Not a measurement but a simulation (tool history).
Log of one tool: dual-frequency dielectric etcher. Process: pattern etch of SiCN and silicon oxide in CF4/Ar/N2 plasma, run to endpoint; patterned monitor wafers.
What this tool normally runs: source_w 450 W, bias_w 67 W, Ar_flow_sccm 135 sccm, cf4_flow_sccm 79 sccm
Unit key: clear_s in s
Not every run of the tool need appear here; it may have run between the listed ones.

run	hour	source_w	bias_w	Ar_flow_sccm	cf4_flow_sccm	wafers since the last listed run	hours since the last wet clean	hours since the last source power generator calibration	hours since the last bias power generator calibration	hours since the last Ar flow controller change	hours since the last CF4 flow controller change	hours since the last upper electrode change	incoming incoming film thickness, nm	clear_s
1	0	450	67	135	79	0	602.8	2254.8	3703.4	2639.7	1040.2	4095.1	10.19	12.5
# hour 18: wet clean of the chamber
2	148.1	450	67	135	79	2498	130.1	2402.9	3851.5	2787.8	1188.3	4243.2	10.23	12.6
3	273	450	67	135	79	2397	255	2527.8	3976.4	2912.7	1313.2	4368.1	10.15	12.5
4	314.7	450	67	135	79	800	296.7	2569.5	4018.1	2954.4	1354.9	4409.8	10.17	12.5
5	357.3	450	80	135	79	817	339.3	2612.1	4060.7	2997	1397.5	4452.4	10.16	12.1
6	425.8	450	80	135	79	1315	407.8	2680.6	4129.2	3065.5	1466	4520.9	10.27	12.3
7	479.2	450	67	135	67	1025	461.2	2734	4182.6	3118.9	1519.4	4574.3	10.02	12.4
# hour 540.1: wet clean of the chamber
8	540.6	450	67	135	67	718	0.5	2795.4	4244	3180.3	1580.8	4635.7	10.22	12.8
9	578.6	450	67	135	79	729	38.5	2833.4	4282	3218.3	1618.8	4673.7	10.19	12.5
10	649.4	450	67	135	79	1359	109.3	2904.2	4352.8	3289.1	1689.6	4744.5	10.31	12.7
11	701	450	67	135	79	990	160.9	2955.8	4404.4	3340.7	1741.2	4796.1	10.23	12.5
# hour 726.8: upper electrode replaced
12	731.1	450	67	146	65	117	191	2985.9	4434.5	3370.8	1771.3	4.3	10.23	13
13	793.6	380	51	135	79	1199	253.5	3048.4	4497	3433.3	1833.8	66.8	10.2	15.9
# hour 845.3: source power generator calibrated
14	862.6	530	67	135	79	1247	322.5	17.3	4566	3502.3	1902.8	135.8	10.25	10.9
# hour 876.5: Ar flow controller replaced
15	887.5	450	67	135	79	362	347.4	42.2	4590.9	11	1927.7	160.7	10.21	12.9
16	939.8	520	81	152	87	1004	399.7	94.5	4643.2	63.3	1980	213	10.21	10.5
17	1008.8	450	67	135	79	1324	468.7	163.5	4712.2	132.3	2049	282	10.09	12.7
18	1038.9	450	67	135	79	577	498.8	193.6	4742.3	162.4	2079.1	312.1	10.27	13
# hour 1045.4: CF4 flow controller replaced
19	1090.2	400	67	145	92	869	550.1	244.9	4793.6	213.7	44.8	363.4	10.1	14.4
# hour 1116.5: wet clean of the chamber
# hour 1135.4: bias power generator calibrated
20	1146.2	450	67	135	79	537	29.7	300.9	10.8	269.7	100.8	419.4	10.29	13
21	1180.7	520	81	152	87	662	64.2	335.4	45.3	304.2	135.3	453.9	10.25	10.7
22	1241.6	540	50	118	92	1169	125.1	396.3	106.2	365.1	196.2	514.8	10.28	10.6
23	1346.4	450	79	135	95	2012	229.9	501.1	211	469.9	301	619.6	10.24	12.3
24	1389.8	410	74	147	73	833	273.3	544.5	254.4	513.3	344.4	663	10.2	14.4
25	1441.2	450	67	166	79	986	324.7	595.9	305.8	564.7	395.8	714.4	10.24	13.1

Each row is a separate what-if for the run after 25, all from the same tool condition, not one after another. Results?
A	1441.6	450	67	135	99	7	325.1	596.3	306.2	565.1	396.2	714.8	10.16	?
B	1441.6	350	67	166	86	7	325.1	596.3	306.2	565.1	396.2	714.8	10.16	?
C	1441.6	510	67	135	95	7	325.1	596.3	306.2	565.1	396.2	714.8	10.16	?

run	clear_s
A	12.4
B	17.3
C	10.8
Stripped of hidden state, with their random variation kept, the same runs would have yielded:
run	clear_s
A	12.6
B	17.6
C	11

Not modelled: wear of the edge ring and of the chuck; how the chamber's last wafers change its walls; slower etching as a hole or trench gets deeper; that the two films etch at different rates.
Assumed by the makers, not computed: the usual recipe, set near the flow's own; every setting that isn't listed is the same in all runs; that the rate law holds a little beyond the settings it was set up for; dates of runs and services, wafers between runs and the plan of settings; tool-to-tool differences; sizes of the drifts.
